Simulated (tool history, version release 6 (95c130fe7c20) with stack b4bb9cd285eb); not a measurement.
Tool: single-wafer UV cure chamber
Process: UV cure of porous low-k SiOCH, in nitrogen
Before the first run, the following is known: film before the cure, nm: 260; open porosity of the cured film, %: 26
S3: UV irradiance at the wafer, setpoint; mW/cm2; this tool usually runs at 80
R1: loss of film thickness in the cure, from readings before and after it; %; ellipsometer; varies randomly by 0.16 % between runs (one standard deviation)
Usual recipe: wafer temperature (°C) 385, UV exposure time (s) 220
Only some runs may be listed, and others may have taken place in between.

run 1 hour=0 | wafer_temperature_(°C)=385 UV_exposure_time_(s)=255 S3=80 | R1=12.182
run 2 hour=84.5 | wafer_temperature_(°C)=385 UV_exposure_time_(s)=220 S3=80 | R1=11.395
-- hour=116 quartz window cleaned
-- hour=145.5 UV bulbs replaced
run 3 hour=191.8 | wafer_temperature_(°C)=385 UV_exposure_time_(s)=220 S3=80 | R1=12.28
run 4 hour=241.7 | wafer_temperature_(°C)=385 UV_exposure_time_(s)=220 S3=80 | R1=11.773
run 5 hour=287.9 | wafer_temperature_(°C)=385 UV_exposure_time_(s)=220 S3=106 | R1=12.929
run 6 hour=336.5 | wafer_temperature_(°C)=385 UV_exposure_time_(s)=220 S3=80 | R1=11.417
run 7 hour=437.5 | wafer_temperature_(°C)=385 UV_exposure_time_(s)=220 S3=80 | R1=11.395
run 8 hour=535.6 | wafer_temperature_(°C)=385 UV_exposure_time_(s)=220 S3=80 | R1=11.268
run 9 hour=607.1 | wafer_temperature_(°C)=385 UV_exposure_time_(s)=220 S3=80 | R1=11.541
-- hour=646.5 quartz window cleaned
run 10 hour=699.4 | wafer_temperature_(°C)=396 UV_exposure_time_(s)=220 S3=80 | R1=12.357
run 11 hour=753.1 | wafer_temperature_(°C)=385 UV_exposure_time_(s)=220 S3=53 | R1=9.73
run 12 hour=834.1 | wafer_temperature_(°C)=385 UV_exposure_time_(s)=220 S3=53 | R1=9.702
run 13 hour=888.5 | wafer_temperature_(°C)=385 UV_exposure_time_(s)=220 S3=53 | R1=9.456
run 14 hour=992.9 | wafer_temperature_(°C)=398 UV_exposure_time_(s)=220 S3=80 | R1=11.659
run 15 hour=1066.3 | wafer_temperature_(°C)=398 UV_exposure_time_(s)=220 S3=80 | R1=11.329
-- hour=1156.3 quartz window cleaned
run 16 hour=1172.3 | wafer_temperature_(°C)=385 UV_exposure_time_(s)=220 S3=68 | R1=11.622
-- hour=1247.9 UV bulbs replaced
run 17 hour=1278.8 | wafer_temperature_(°C)=385 UV_exposure_time_(s)=220 S3=68 | R1=11.116
run 18 hour=1386.4 | wafer_temperature_(°C)=385 UV_exposure_time_(s)=220 S3=80 | R1=11.405
run 19 hour=1424.6 | wafer_temperature_(°C)=385 UV_exposure_time_(s)=220 S3=96 | R1=12.571
run 20 hour=1485.5 | wafer_temperature_(°C)=398 UV_exposure_time_(s)=220 S3=80 | R1=11.448
-- hour=1691.5 quartz window cleaned
run 21 hour=1748.4 | wafer_temperature_(°C)=379 UV_exposure_time_(s)=335 S3=96 | R1=15.126
run 22 hour=1818.5 | wafer_temperature_(°C)=400 UV_exposure_time_(s)=175 S3=80 | R1=10.863
run 23 hour=1870.4 | wafer_temperature_(°C)=385 UV_exposure_time_(s)=220 S3=80 | R1=11.662
run 24 hour=1931.1 | wafer_temperature_(°C)=385 UV_exposure_time_(s)=330 S3=80 | R1=13.846
run 25 hour=1992.7 | wafer_temperature_(°C)=385 UV_exposure_time_(s)=220 S3=80 | R1=11.576
-- hour=2251.6 quartz window cleaned
run 26 hour=2301.7 | wafer_temperature_(°C)=366 UV_exposure_time_(s)=300 S3=119 | R1=15.284
-- hour=2355.8 UV bulbs replaced
run 27 hour=2387 | wafer_temperature_(°C)=385 UV_exposure_time_(s)=150 S3=69 | R1=9.334
run 28 hour=2474.8 | wafer_temperature_(°C)=403 UV_exposure_time_(s)=145 S3=118 | R1=12.017
run 29 hour=2548.1 | wafer_temperature_(°C)=368 UV_exposure_time_(s)=220 S3=91 | R1=11.778
run 30 hour=2607.8 | wafer_temperature_(°C)=385 UV_exposure_time_(s)=220 S3=96 | R1=12.449
run 31 hour=2653.6 | wafer_temperature_(°C)=385 UV_exposure_time_(s)=220 S3=80 | R1=11.233
run 32 hour=2735.9 | wafer_temperature_(°C)=385 UV_exposure_time_(s)=220 S3=80 | R1=11.502
run 33 hour=2811 | wafer_temperature_(°C)=385 UV_exposure_time_(s)=350 S3=46 | R1=10.855
-- hour=2865 quartz window cleaned
run 34 hour=2878.3 | wafer_temperature_(°C)=372 UV_exposure_time_(s)=320 S3=95 | R1=14.686
run 35 hour=2939.7 | wafer_temperature_(°C)=379 UV_exposure_time_(s)=275 S3=50 | R1=10.643

3 ways to go on from here, each from the tool as it stands after run 35. What would each give?
run A hour=2940.2 | wafer_temperature_(°C)=385 UV_exposure_time_(s)=220 S3=80 | R1=?
run B hour=2940.2 | wafer_temperature_(°C)=397 UV_exposure_time_(s)=260 S3=80 | R1=?
run C hour=2940.2 | wafer_temperature_(°C)=399 UV_exposure_time_(s)=100 S3=62 | R1=?

run=A R1=11.784
run=B R1=12.846
run=C R1=7.157
The same runs, with their run-to-run variation unchanged, on a tool lacking any hidden condition would have given:
run=A R1=12.221
run=B R1=13.293
run=C R1=7.549
